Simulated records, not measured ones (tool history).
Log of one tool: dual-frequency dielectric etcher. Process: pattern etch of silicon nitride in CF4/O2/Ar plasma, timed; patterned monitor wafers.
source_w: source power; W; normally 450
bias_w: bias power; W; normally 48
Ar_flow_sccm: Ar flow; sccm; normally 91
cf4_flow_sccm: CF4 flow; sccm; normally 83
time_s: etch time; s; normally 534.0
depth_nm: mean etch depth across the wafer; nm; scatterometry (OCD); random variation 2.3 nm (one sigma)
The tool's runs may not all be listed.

run   hour  source_w  bias_w  Ar_flow_sccm  cf4_flow_sccm  time_s  read-back reference wafer on the same gauge, depth_nm  depth_nm
  1    0.0       450      48            91             83   534.0                                                  922.1     892.6
  2   69.3       450      48            91             83   534.0                                                  922.8     895.7
     130.6  -- wet clean of the chamber
  3  131.1       450      48            91             83   534.0                                                  921.8     892.0
  4  147.7       450      48            74             89   534.0                                                  921.9     933.6
  5  183.6       450      48            91             83   534.0                                                  922.0     898.6
  6  229.3       340      36            91             83   484.5                                                  922.0     639.3
     304.6  -- upper electrode replaced
  7  305.1       450      43            79             95   489.5                                                  922.3     826.3
  8  314.1       450      58            79             98   534.0                                                  922.3     995.9
  9  366.8       450      48            91             83   487.0                                                  921.9     818.6
 10  420.0       450      51            98             83   452.0                                                  922.5     770.2
     449.0  -- source power generator calibrated
 11  486.8       450      48            91             70   534.0                                                  922.5     842.6
 12  553.3       390      48            70             98   534.0                                                  922.0     851.4
 13  602.4       450      48            91             83   534.0                                                  922.0     871.5
 14  637.2       530      55            76             74   534.0                                                  921.8    1008.4
 15  678.9       350      48            91             83   441.0                                                  921.3     630.3
     711.8  -- wet clean of the chamber
 16  717.3       450      48            78             83   534.0                                                  922.5     890.6
 17  774.8       480      48            91             68   534.0                                                  921.3     878.3
 18  815.0       390      48            70             83   534.0                                                  922.3     836.8
 19  852.2       370      54            91             77   534.0                                                  922.1     805.3
 20  920.5       450      43            91             83   534.0                                                  922.2     848.7

Consider 5 possible next runs. They are alternatives, not a sequence: every one starts from the tool as it was left by run 20. What does each give?
  A  921.1       450      48            91             83   534.0                                                      ?         ?
  B  921.1       450      37            75             97   417.0                                                      ?         ?
  C  921.1       550      44            91             78   378.5                                                      ?         ?
  D  921.1       360      52            91             65   458.0                                                      ?         ?
  E  921.1       450      48            91             73   641.5                                                      ?         ?

run  read-back reference wafer on the same gauge, depth_nm  depth_nm
  A                                                  921.5     872.5
  B                                                  921.5     662.9
  C                                                  921.5     672.8
  D                                                  921.5     650.7
  E                                                  921.5    1026.4
Take away the tool's hidden state, keep each run's random variation, and the runs would have read:
run  depth_nm
  A     862.1
  B     655.6
  C     664.9
  D     642.6
  E    1014.0

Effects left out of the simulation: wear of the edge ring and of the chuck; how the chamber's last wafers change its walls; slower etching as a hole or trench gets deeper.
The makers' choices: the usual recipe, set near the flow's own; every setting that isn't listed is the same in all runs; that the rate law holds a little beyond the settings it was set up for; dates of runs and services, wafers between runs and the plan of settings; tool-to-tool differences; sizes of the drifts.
